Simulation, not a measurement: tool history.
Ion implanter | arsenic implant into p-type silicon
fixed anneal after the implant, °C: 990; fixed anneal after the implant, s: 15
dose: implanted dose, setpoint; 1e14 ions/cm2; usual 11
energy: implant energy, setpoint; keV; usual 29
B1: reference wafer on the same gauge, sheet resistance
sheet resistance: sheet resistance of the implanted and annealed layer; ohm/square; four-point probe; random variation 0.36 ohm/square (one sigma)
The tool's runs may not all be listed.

Run 1, day 0: usual settings but dose 12.84 1e14 ions/cm2; B1 145. Result: sheet resistance 110.69 ohm/square.
Run 2, day 1.033: usual settings but dose 12.84 1e14 ions/cm2; B1 145.08. Result: sheet resistance 111.47 ohm/square.
Run 3, day 2.562: usual settings but dose 13.27 1e14 ions/cm2, energy 21.5 keV; B1 144.86. Result: sheet resistance 124.6 ohm/square.
Run 4, day 4.775: usual settings but dose 13.27 1e14 ions/cm2, energy 21.5 keV; B1 145.15. Result: sheet resistance 123.83 ohm/square.
Run 5, day 6.938: usual settings but dose 13.27 1e14 ions/cm2, energy 21.5 keV; B1 144.96. Result: sheet resistance 123.93 ohm/square.
Run 6, day 8.717: usual settings; B1 144.86. Result: sheet resistance 118.3 ohm/square.
Run 7, day 10.679: usual settings; B1 145.01. Result: sheet resistance 118.88 ohm/square.
Run 8, day 13.604: usual settings; B1 144.95. Result: sheet resistance 118.34 ohm/square.
Run 9, day 15.6: usual settings; B1 145.02. Result: sheet resistance 118.08 ohm/square.
Run 10, day 17.454: usual settings; B1 145.11. Result: sheet resistance 118.09 ohm/square.
Run 11, day 19.375: usual settings; B1 145.05. Result: sheet resistance 118.16 ohm/square.
Run 12, day 22.296: usual settings; B1 145.14. Result: sheet resistance 118.62 ohm/square.
Run 13, day 23.604: usual settings but dose 9.33 1e14 ions/cm2; B1 145.09. Result: sheet resistance 128.86 ohm/square.
Run 14, day 26.225: usual settings but dose 9.33 1e14 ions/cm2; B1 144.98. Result: sheet resistance 128.76 ohm/square.
At day 27.704: gauge calibrated.
Run 15, day 29.8: usual settings but dose 13.83 1e14 ions/cm2, energy 34.5 keV; B1 144.97. Result: sheet resistance 101.14 ohm/square.
Run 16, day 32.279: usual settings but dose 8.67 1e14 ions/cm2, energy 21 keV; B1 145.04. Result: sheet resistance 147.73 ohm/square.
At day 34.117: Faraday cup replaced and dose calibrated.
Run 17, day 34.138: usual settings but dose 9.75 1e14 ions/cm2, energy 35 keV; B1 145.02. Result: sheet resistance 123.17 ohm/square.
Run 18, day 35.221: usual settings but dose 9.58 1e14 ions/cm2, energy 26 keV; B1 145.01. Result: sheet resistance 134.94 ohm/square.
At day 36.396: extraction supply calibrated.
Run 19, day 38.188: usual settings; B1 145.02. Result: sheet resistance 120.8 ohm/square.
Run 20, day 40.025: usual settings but dose 12.84 1e14 ions/cm2; B1 144.8. Result: sheet resistance 112.73 ohm/square.
Run 21, day 41.688: usual settings; B1 144.95. Result: sheet resistance 120.9 ohm/square.
Run 22, day 42.746: usual settings but dose 7.79 1e14 ions/cm2, energy 19 keV; B1 145.14. Result: sheet resistance 164.67 ohm/square.
Run 23, day 45.004: usual settings; B1 144.93. Result: sheet resistance 120.54 ohm/square.
Run 24, day 46.171: usual settings; B1 145.04. Result: sheet resistance 119.58 ohm/square.
Run 25, day 54.738: usual settings but dose 9.73 1e14 ions/cm2, energy 20.5 keV; B1 144.99. Result: sheet resistance 142.89 ohm/square.
Run 26, day 57: usual settings but dose 14.1 1e14 ions/cm2, energy 37 keV; B1 144.9. Result: sheet resistance 98.04 ohm/square.
Run 27, day 58.679: usual settings; B1 145.02. Result: sheet resistance 119.62 ohm/square.
Run 28, day 60.833: usual settings but dose 9.19 1e14 ions/cm2; B1 144.93. Result: sheet resistance 131.94 ohm/square.
Run 29, day 62.708: usual settings but dose 9.37 1e14 ions/cm2, energy 39 keV; B1 145.14. Result: sheet resistance 120.25 ohm/square.

5 ways to go on from here, each from the tool as it stands after run 29. What would each give?
Run A, day 62.725: usual settings but energy 35 keV; B1 ?. Result: sheet resistance ?.
Run B, day 62.725: usual settings but dose 9.81 1e14 ions/cm2; B1 ?. Result: sheet resistance ?.
Run C, day 62.725: usual settings but dose 11.97 1e14 ions/cm2, energy 21.5 keV; B1 ?. Result: sheet resistance ?.
Run D, day 62.725: usual settings but dose 13.02 1e14 ions/cm2; B1 ?. Result: sheet resistance ?.
Run E, day 62.725: usual settings but dose 9.3 1e14 ions/cm2, energy 21.5 keV; B1 ?. Result: sheet resistance ?.

run      B1  sheet resistance
  A  144.95            112.88
  B  144.95            127.57
  C  144.95            129.65
  D  144.95            111.85
  E  144.95            144.24
Without the tool's hidden state the same runs would have given:
run  sheet resistance
  A            114.25
  B            129.17
  C            130.68
  D            112.78
  E            145.84

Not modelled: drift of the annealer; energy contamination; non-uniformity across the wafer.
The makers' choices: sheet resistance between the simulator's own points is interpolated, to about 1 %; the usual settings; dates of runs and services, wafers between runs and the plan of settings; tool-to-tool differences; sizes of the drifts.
